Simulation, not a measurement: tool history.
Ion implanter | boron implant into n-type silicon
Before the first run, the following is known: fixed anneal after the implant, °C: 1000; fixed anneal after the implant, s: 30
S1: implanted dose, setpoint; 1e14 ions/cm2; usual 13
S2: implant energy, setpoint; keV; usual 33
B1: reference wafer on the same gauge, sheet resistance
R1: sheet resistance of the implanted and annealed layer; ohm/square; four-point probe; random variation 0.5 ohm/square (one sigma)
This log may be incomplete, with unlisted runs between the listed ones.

| run | hour | S1 | S2 | B1 | R1 |
|---|---|---|---|---|---|
| 1 | 0 | 11.15 | 40 | 96.99 | 106.93 |
| 2 | 76.3 | 13 | 33 | 96.92 | 95.94 |
| 3 | 178.8 | 13.82 | 33 | 96.88 | 90.37 |
| 4 | 222.7 | 13.82 | 33 | 97.01 | 90.57 |
| 5 | 298.3 | 13 | 33 | 96.72 | 95.21 |
| 6 | 386.2 | 16.08 | 39.5 | 96.73 | 79.44 |
| 7 | 471.9 | 16.08 | 39.5 | 96.81 | 79.5 |
| 8 | 577.7 | 16.08 | 39.5 | 96.92 | 79.33 |
| 9 | 616.3 | 13 | 33 | 96.99 | 94.55 |
| 10 | 720.9 | 13 | 35.5 | 97.06 | 93.54 |
|  | 732.2 | gauge calibrated |
| 11 | 796.6 | 13 | 35.5 | 96.98 | 94.09 |
| 12 | 835.2 | 13 | 33 | 96.83 | 94.29 |
| 13 | 933.7 | 13 | 33 | 96.87 | 95.51 |
| 14 | 995.8 | 9.2 | 41 | 96.93 | 123.59 |
|  | 1065.4 | Faraday cup replaced and dose calibrated |
| 15 | 1095.2 | 14.81 | 37 | 96.95 | 83.19 |
| 16 | 1137.9 | 13 | 33 | 96.92 | 92.49 |
| 17 | 1218.1 | 15.36 | 33 | 96.93 | 81.22 |
| 18 | 1292.7 | 14.13 | 33 | 96.99 | 86.75 |
| 19 | 1355.4 | 14.02 | 43 | 97.02 | 85.62 |

What will run 20 give?
|  | 1414.2 | extraction supply calibrated |
|  | 1419.9 | Faraday cup replaced and dose calibrated, repeated, since the last time left the tool worse |
| 20 | 1447.2 | 16.69 | 33 | ? | ? |

{"run 20": {"B1": 97.02, "R1": 79.94}}
With the hidden condition absent and the run-to-run variation left alone, this run would have shown R1 80.06 ohm/square.

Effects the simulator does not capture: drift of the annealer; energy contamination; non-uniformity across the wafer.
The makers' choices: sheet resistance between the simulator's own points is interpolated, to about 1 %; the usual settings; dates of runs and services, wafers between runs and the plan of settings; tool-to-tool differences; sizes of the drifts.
